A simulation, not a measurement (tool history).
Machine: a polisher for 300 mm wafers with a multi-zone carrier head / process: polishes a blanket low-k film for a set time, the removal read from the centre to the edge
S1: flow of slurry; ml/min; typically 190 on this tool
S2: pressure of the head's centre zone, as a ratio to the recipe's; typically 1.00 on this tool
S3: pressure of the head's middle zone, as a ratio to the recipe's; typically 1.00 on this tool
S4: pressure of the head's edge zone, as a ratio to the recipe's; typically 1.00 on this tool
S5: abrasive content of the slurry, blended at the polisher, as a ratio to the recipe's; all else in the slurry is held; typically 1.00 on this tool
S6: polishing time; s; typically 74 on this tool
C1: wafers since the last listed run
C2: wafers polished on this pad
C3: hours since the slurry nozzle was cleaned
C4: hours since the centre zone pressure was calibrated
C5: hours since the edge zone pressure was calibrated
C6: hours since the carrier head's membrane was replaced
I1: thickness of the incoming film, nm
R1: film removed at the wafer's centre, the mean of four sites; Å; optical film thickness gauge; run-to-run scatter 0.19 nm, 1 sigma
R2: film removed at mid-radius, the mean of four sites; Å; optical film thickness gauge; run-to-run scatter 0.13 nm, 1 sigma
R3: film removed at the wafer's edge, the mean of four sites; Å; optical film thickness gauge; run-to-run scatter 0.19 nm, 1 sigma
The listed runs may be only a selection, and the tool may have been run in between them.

Run 1, hour 0.0: usual settings; C1 0; C2 5053; C3 214.3; C4 317.5; C5 598.5; C6 931.5; I1 456.2. Result: R1 217 Å, R2 209 Å, R3 211 Å.
At hour 41.8: carrier head's membrane replaced by a new one.
Run 2, hour 77.8: usual settings but S4 1.08; C1 956; C2 6009; C3 292.1; C4 395.3; C5 676.3; C6 36.0; I1 452.4. Result: R1 211 Å, R2 206 Å, R3 221 Å.
Run 3, hour 134.2: usual settings but S2 0.91; C1 740; C2 6750; C3 348.5; C4 451.7; C5 732.7; C6 92.4; I1 451.2. Result: R1 195 Å, R2 209 Å, R3 209 Å.
At hour 183.3: edge zone pressure recalibrated.
Run 4, hour 199.7: usual settings but S1 240 ml/min, S6 97 s; C1 834; C2 7584; C3 414.0; C4 517.2; C5 16.4; C6 157.9; I1 453.2. Result: R1 280 Å, R2 284 Å, R3 281 Å.
At hour 367.3: worn pad replaced by a new one.
At hour 454.5: centre zone pressure recalibrated.
Run 5, hour 457.5: usual settings but S5 1.10; C1 3307; C2 1158; C3 671.8; C4 3.0; C5 274.2; C6 415.7; I1 446.5. Result: R1 220 Å, R2 215 Å, R3 216 Å.
At hour 501.9: slurry nozzle cleaned.
Run 6, hour 519.0: usual settings; C1 794; C2 1953; C3 17.1; C4 64.5; C5 335.7; C6 477.2; I1 443.3. Result: R1 217 Å, R2 207 Å, R3 215 Å.
Run 7, hour 557.3: usual settings but S2 0.91; C1 503; C2 2456; C3 55.4; C4 102.8; C5 374.0; C6 515.5; I1 442.8. Result: R1 199 Å, R2 207 Å, R3 209 Å.
Run 8, hour 613.8: usual settings but S2 1.12, S4 0.93, S5 1.15; C1 742; C2 3198; C3 111.9; C4 159.3; C5 430.5; C6 572.0; I1 458.4. Result: R1 251 Å, R2 218 Å, R3 214 Å.
Run 9, hour 713.5: usual settings but S2 0.97; C1 1309; C2 4508; C3 211.6; C4 259.0; C5 530.2; C6 671.7; I1 451.9. Result: R1 209 Å, R2 207 Å, R3 210 Å.
Run 10, hour 795.4: usual settings but S1 135 ml/min; C1 1075; C2 5583; C3 293.5; C4 340.9; C5 612.1; C6 753.6; I1 445.4. Result: R1 206 Å, R2 199 Å, R3 205 Å.
At hour 847.8: carrier head's membrane replaced by a new one.
At hour 1047.2: worn pad replaced by a new one.
Run 11, hour 1049.1: usual settings but S5 1.25, S6 89 s; C1 3214; C2 24; C3 547.2; C4 594.6; C5 865.8; C6 201.3; I1 458.3. Result: R1 270 Å, R2 267 Å, R3 271 Å.
At hour 1059.5: edge zone pressure recalibrated.
Run 12, hour 1105.0: usual settings but S1 255 ml/min, S3 0.95, S4 0.96, S6 95 s; C1 708; C2 732; C3 603.1; C4 650.5; C5 45.5; C6 257.2; I1 450.3. Result: R1 269 Å, R2 268 Å, R3 276 Å.
At hour 1133.3: centre zone pressure recalibrated.
At hour 1246.2: slurry nozzle cleaned.
Run 13, hour 1251.4: usual settings but S6 97 s; C1 1883; C2 2616; C3 5.2; C4 118.1; C5 191.9; C6 403.6; I1 458.4. Result: R1 281 Å, R2 271 Å, R3 276 Å.
Run 14, hour 1326.1: usual settings but S1 220 ml/min; C1 981; C2 3597; C3 79.9; C4 192.8; C5 266.6; C6 478.3; I1 454.9. Result: R1 219 Å, R2 213 Å, R3 212 Å.
Run 15, hour 1403.2: usual settings but S1 215 ml/min, S2 0.97, S3 1.05, S5 0.85; C1 1012; C2 4610; C3 157.0; C4 269.9; C5 343.7; C6 555.4; I1 447.8. Result: R1 201 Å, R2 208 Å, R3 200 Å.
Run 16, hour 1565.5: usual settings but S1 230 ml/min, S5 0.80; C1 2131; C2 6742; C3 319.3; C4 432.2; C5 506.0; C6 717.7; I1 452.9. Result: R1 202 Å, R2 198 Å, R3 202 Å.
Run 17, hour 1640.3: usual settings but S6 87 s; C1 982; C2 7725; C3 394.1; C4 507.0; C5 580.8; C6 792.5; I1 450.2. Result: R1 247 Å, R2 245 Å, R3 250 Å.
At hour 1666.6: worn pad replaced by a new one.
At hour 1696.3: carrier head's membrane replaced by a new one.
Run 18, hour 1718.8: usual settings but S3 1.05, S5 1.25; C1 912; C2 620; C3 472.6; C4 585.5; C5 659.3; C6 22.5; I1 448.5. Result: R1 226 Å, R2 236 Å, R3 224 Å.
Run 19, hour 1816.8: usual settings but S2 1.12, S4 0.93, S5 1.15; C1 1287; C2 1908; C3 570.6; C4 683.5; C5 757.3; C6 120.5; I1 453.4. Result: R1 239 Å, R2 215 Å, R3 210 Å.
At hour 1846.0: centre zone pressure recalibrated.
Run 20, hour 1883.5: usual settings but S3 1.07, S6 62 s; C1 849; C2 2757; C3 637.3; C4 37.5; C5 824.0; C6 187.2; I1 450.9. Result: R1 180 Å, R2 184 Å, R3 176 Å.
At hour 1901.5: slurry nozzle cleaned.
Run 21, hour 1987.5: usual settings but S1 215 ml/min, S2 0.96, S5 1.30, S6 82 s; C1 1353; C2 4110; C3 86.0; C4 141.5; C5 928.0; C6 291.2; I1 451.8. Result: R1 252 Å, R2 256 Å, R3 257 Å.

What if the next run were any one of these 4? Each begins from the tool's condition after run 21:
Run A, hour 1987.9: usual settings but S6 99 s; C1 5; C2 4116; C3 86.4; C4 141.9; C5 928.4; C6 291.6; I1 451.3. Result: R1 ?, R2 ?, R3 ?.
Run B, hour 1987.9: usual settings but S1 210 ml/min, S2 1.04, S4 0.91, S5 1.10; C1 5; C2 4116; C3 86.4; C4 141.9; C5 928.4; C6 291.6; I1 451.3. Result: R1 ?, R2 ?, R3 ?.
Run C, hour 1987.9: usual settings but S1 250 ml/min, S4 0.96; C1 5; C2 4116; C3 86.4; C4 141.9; C5 928.4; C6 291.6; I1 451.3. Result: R1 ?, R2 ?, R3 ?.
Run D, hour 1987.9: usual settings but S2 0.93, S3 1.05; C1 5; C2 4116; C3 86.4; C4 141.9; C5 928.4; C6 291.6; I1 451.3. Result: R1 ?, R2 ?, R3 ?.

run   R1   R2   R3
  A  285  276  280
  B  232  215  208
  C  220  212  210
  D  198  215  209
Without the tool's unlogged condition, the same runs would have read:
run   R1   R2   R3
  A  286  276  280
  B  232  215  208
  C  221  212  210
  D  199  215  209

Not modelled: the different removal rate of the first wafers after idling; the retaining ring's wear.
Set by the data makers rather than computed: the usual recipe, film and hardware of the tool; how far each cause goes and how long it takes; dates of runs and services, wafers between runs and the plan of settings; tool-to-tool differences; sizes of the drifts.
